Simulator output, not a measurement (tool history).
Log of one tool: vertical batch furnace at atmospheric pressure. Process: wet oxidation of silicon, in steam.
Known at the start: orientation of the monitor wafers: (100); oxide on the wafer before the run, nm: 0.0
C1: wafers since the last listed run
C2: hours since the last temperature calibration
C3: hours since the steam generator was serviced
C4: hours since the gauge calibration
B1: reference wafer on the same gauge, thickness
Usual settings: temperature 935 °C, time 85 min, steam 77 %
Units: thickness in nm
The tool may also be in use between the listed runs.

Run 1, hour 0: usual settings; C1 0; C2 140.3; C3 1055; C4 820.2; B1 249.76. Result: thickness 250.07 nm.
Run 2, hour 41.7: usual settings; C1 550; C2 182; C3 1096.7; C4 861.9; B1 250.15. Result: thickness 248.12 nm.
Run 3, hour 137.6: usual settings; C1 1266; C2 277.9; C3 1192.6; C4 957.8; B1 249.71. Result: thickness 250.55 nm.
Run 4, hour 187.8: usual settings; C1 663; C2 328.1; C3 1242.8; C4 1008; B1 249.86. Result: thickness 253.87 nm.
Run 5, hour 267.1: usual settings; C1 1047; C2 407.4; C3 1322.1; C4 1087.3; B1 249.96. Result: thickness 253.21 nm.
Run 6, hour 310.4: usual settings; C1 572; C2 450.7; C3 1365.4; C4 1130.6; B1 249.92. Result: thickness 253.63 nm.
At hour 370.5: steam generator serviced.
Run 7, hour 414.3: usual settings; C1 1055; C2 554.6; C3 43.8; C4 1234.5; B1 250.17. Result: thickness 252.55 nm.
Run 8, hour 495.4: usual settings; C1 1071; C2 635.7; C3 124.9; C4 1315.6; B1 250.28. Result: thickness 255.7 nm.
Run 9, hour 578.7: usual settings; C1 1100; C2 719; C3 208.2; C4 1398.9; B1 250.19. Result: thickness 258.61 nm.
Run 10, hour 686.4: usual settings but temperature 950 °C; C1 1422; C2 826.7; C3 315.9; C4 1506.6; B1 249.97. Result: thickness 294.62 nm.
Run 11, hour 738.4: usual settings but temperature 950 °C; C1 686; C2 878.7; C3 367.9; C4 1558.6; B1 249.94. Result: thickness 297.01 nm.
Run 12, hour 776.1: usual settings but temperature 950 °C; C1 498; C2 916.4; C3 405.6; C4 1596.3; B1 249.89. Result: thickness 296.38 nm.
Run 13, hour 821.8: usual settings; C1 603; C2 962.1; C3 451.3; C4 1642; B1 249.9. Result: thickness 256.18 nm.
Run 14, hour 878.8: usual settings; C1 753; C2 1019.1; C3 508.3; C4 1699; B1 249.85. Result: thickness 258.05 nm.
Run 15, hour 969.5: usual settings; C1 1198; C2 1109.8; C3 599; C4 1789.7; B1 249.88. Result: thickness 258.04 nm.
Run 16, hour 1044.8: usual settings; C1 994; C2 1185.1; C3 674.3; C4 1865; B1 249.9. Result: thickness 257.39 nm.
At hour 1090.3: gauge calibrated.
Run 17, hour 1137.5: usual settings but temperature 924 °C, time 116 min, steam 67 %; C1 1224; C2 1277.8; C3 767; C4 47.2; B1 250.17. Result: thickness 264.82 nm.
Run 18, hour 1235.2: usual settings but temperature 959 °C, time 110.5 min, steam 68 %; C1 1290; C2 1375.5; C3 864.7; C4 144.9; B1 249.94. Result: thickness 356.53 nm.
Run 19, hour 1283.6: usual settings but temperature 922 °C, time 59.5 min, steam 68 %; C1 639; C2 1423.9; C3 913.1; C4 193.3; B1 250.09. Result: thickness 149.62 nm.
Run 20, hour 1322.7: usual settings but temperature 923 °C, time 49.5 min, steam 81 %; C1 516; C2 1463; C3 952.2; C4 232.4; B1 249.86. Result: thickness 151 nm.
Run 21, hour 1426.4: usual settings but temperature 952 °C, time 127 min; C1 1369; C2 1566.7; C3 1055.9; C4 336.1; B1 249.75. Result: thickness 413.85 nm.
Run 22, hour 1515.1: usual settings but time 98 min; C1 1171; C2 1655.4; C3 1144.6; C4 424.8; B1 249.84. Result: thickness 290.82 nm.
Run 23, hour 1583.5: usual settings; C1 903; C2 1723.8; C3 1213; C4 493.2; B1 250.08. Result: thickness 258.89 nm.
Run 24, hour 1673: usual settings but temperature 953 °C, steam 69 %; C1 1182; C2 1813.3; C3 1302.5; C4 582.7; B1 250.11. Result: thickness 284.45 nm.
Run 25, hour 1762.8: usual settings; C1 1186; C2 1903.1; C3 1392.3; C4 672.5; B1 250.01. Result: thickness 257.91 nm.
Run 26, hour 1818: usual settings but steam 68 %; C1 729; C2 1958.3; C3 1447.5; C4 727.7; B1 250.08. Result: thickness 234.09 nm.
At hour 1887.7: steam generator serviced.
Run 27, hour 1909.4: usual settings; C1 890; C2 2049.7; C3 21.7; C4 819.1; B1 249.99. Result: thickness 257.15 nm.
Run 28, hour 1975.3: usual settings; C1 870; C2 2115.6; C3 87.6; C4 885; B1 249.81. Result: thickness 260.11 nm.
At hour 2036.3: thermocouples replaced and temperature profile calibrated.
Run 29, hour 2080.6: usual settings but temperature 946 °C, steam 70 %; C1 1074; C2 44.3; C3 192.9; C4 990.3; B1 249.91. Result: thickness 255.34 nm.
Run 30, hour 2176.1: usual settings but temperature 952 °C, time 125.5 min, steam 87 %; C1 1261; C2 139.8; C3 288.4; C4 1085.8; B1 250.05. Result: thickness 427.46 nm.
Run 31, hour 2213.1: usual settings but temperature 915 °C, time 97 min, steam 66 %; C1 488; C2 176.8; C3 325.4; C4 1122.8; B1 249.99. Result: thickness 198.22 nm.
Run 32, hour 2299.9: usual settings but time 98 min; C1 1146; C2 263.6; C3 412.2; C4 1209.6; B1 250.17. Result: thickness 281.85 nm.
Run 33, hour 2395.8: usual settings but temperature 959 °C; C1 1266; C2 359.5; C3 508.1; C4 1305.5; B1 249.94. Result: thickness 316.48 nm.
Run 34, hour 2550.9: usual settings; C1 2048; C2 514.6; C3 663.2; C4 1460.6; B1 249.79. Result: thickness 251.89 nm.
Run 35, hour 2644.7: usual settings but time 51.5 min, steam 81 %; C1 1239; C2 608.4; C3 757; C4 1554.4; B1 249.78. Result: thickness 176.25 nm.
Run 36, hour 2709.2: usual settings but steam 66 %; C1 852; C2 672.9; C3 821.5; C4 1618.9; B1 250.12. Result: thickness 224.97 nm.
Run 37, hour 2769.2: usual settings but temperature 918 °C, time 124.5 min, steam 70 %; C1 792; C2 732.9; C3 881.5; C4 1678.9; B1 250.2. Result: thickness 274.34 nm.

The tool's hidden state at each run:
steam share off its setpoint, % of the setpoint: 0 in every run
gauge reads high (%): 0 in every run
H1: true tube temperature minus thermocouple reading, K
run     H1
  1   1.31
  2   1.56
  3   2.09
  4   2.34
  5    2.7
  6   2.88
  7   3.26
  8   3.52
  9   3.76
 10   4.03
 11   4.15
 12   4.22
 13   4.31
 14   4.42
 15   4.56
 16   4.67
 17   4.79
 18   4.89
 19   4.94
 20   4.98
 21   5.06
 22   5.13
 23   5.17
 24   5.22
 25   5.27
 26   5.29
 27   5.33
 28   5.35
 29  0.464
 30   1.11
 31   1.34
 32   1.83
 33    2.3
 34   2.93
 35   3.25
 36   3.44
 37   3.61
